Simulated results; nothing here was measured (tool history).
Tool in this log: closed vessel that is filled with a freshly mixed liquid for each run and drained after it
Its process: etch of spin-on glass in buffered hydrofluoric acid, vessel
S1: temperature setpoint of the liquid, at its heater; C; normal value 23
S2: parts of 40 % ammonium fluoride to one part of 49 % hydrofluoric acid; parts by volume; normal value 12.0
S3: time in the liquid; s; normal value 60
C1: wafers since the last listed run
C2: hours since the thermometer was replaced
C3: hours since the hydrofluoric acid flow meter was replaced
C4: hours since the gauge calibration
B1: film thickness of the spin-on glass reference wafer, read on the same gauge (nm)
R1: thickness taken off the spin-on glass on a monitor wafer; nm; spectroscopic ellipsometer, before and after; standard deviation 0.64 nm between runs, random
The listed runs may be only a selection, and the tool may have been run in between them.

| run | day | S1 | S2 | S3 | C1 | C2 | C3 | C4 | B1 | R1 |
|---|---|---|---|---|---|---|---|---|---|---|
| 1 | 0.000 | 23 | 12.0 | 60 | 0 | 1740.0 | 779.7 | 433.5 | 79.95 | 97.64 |
| 2 | 1.742 | 23 | 12.0 | 60 | 3864 | 1781.8 | 821.5 | 475.3 | 79.97 | 98.04 |
| 3 | 4.458 | 23 | 12.0 | 60 | 6028 | 1847.0 | 886.7 | 540.5 | 79.94 | 97.08 |
| 4 | 6.538 | 23 | 12.0 | 60 | 4613 | 1896.9 | 936.6 | 590.4 | 80.01 | 96.89 |
| 5 | 8.462 | 23 | 12.0 | 60 | 4271 | 1943.1 | 982.8 | 636.6 | 80.04 | 96.03 |
| 6 | 9.921 | 23 | 12.0 | 60 | 3236 | 1978.1 | 1017.8 | 671.6 | 80.02 | 96.45 |
| 7 | 12.375 | 23 | 12.0 | 60 | 5445 | 2037.0 | 1076.7 | 730.5 | 80.00 | 95.95 |
| 8 | 13.608 | 23 | 12.0 | 60 | 2736 | 2066.6 | 1106.3 | 760.1 | 80.00 | 97.25 |
| 9 | 16.446 | 23 | 12.0 | 60 | 6296 | 2134.7 | 1174.4 | 828.2 | 79.98 | 96.16 |
| 10 | 18.833 | 23 | 12.0 | 60 | 5297 | 2192.0 | 1231.7 | 885.5 | 80.01 | 95.24 |
| 11 | 20.279 | 18 | 13.5 | 30 | 3208 | 2226.7 | 1266.4 | 920.2 | 80.03 | 31.76 |
|  | 21.375 | hydrofluoric acid flow meter replaced |
| 12 | 22.762 | 26 | 12.0 | 60 | 5418 | 2286.3 | 33.3 | 979.8 | 79.99 | 122.20 |
| 13 | 24.833 | 28 | 8.0 | 35 | 4595 | 2336.0 | 83.0 | 1029.5 | 79.98 | 113.57 |
| 14 | 26.067 | 23 | 12.0 | 60 | 2736 | 2365.6 | 112.6 | 1059.1 | 80.01 | 102.73 |

Run 15 comes next. What will it give?
|  | 27.708 | thermometer replaced |
| 15 | 28.833 | 23 | 13.5 | 50 | 6046 | 27.0 | 179.0 | 1125.5 | ? | ? |

{"run 15": {"B1": 80.02, "R1": 76.15}}
With no hidden state in the tool, this same run would have given R1 77.61 nm.

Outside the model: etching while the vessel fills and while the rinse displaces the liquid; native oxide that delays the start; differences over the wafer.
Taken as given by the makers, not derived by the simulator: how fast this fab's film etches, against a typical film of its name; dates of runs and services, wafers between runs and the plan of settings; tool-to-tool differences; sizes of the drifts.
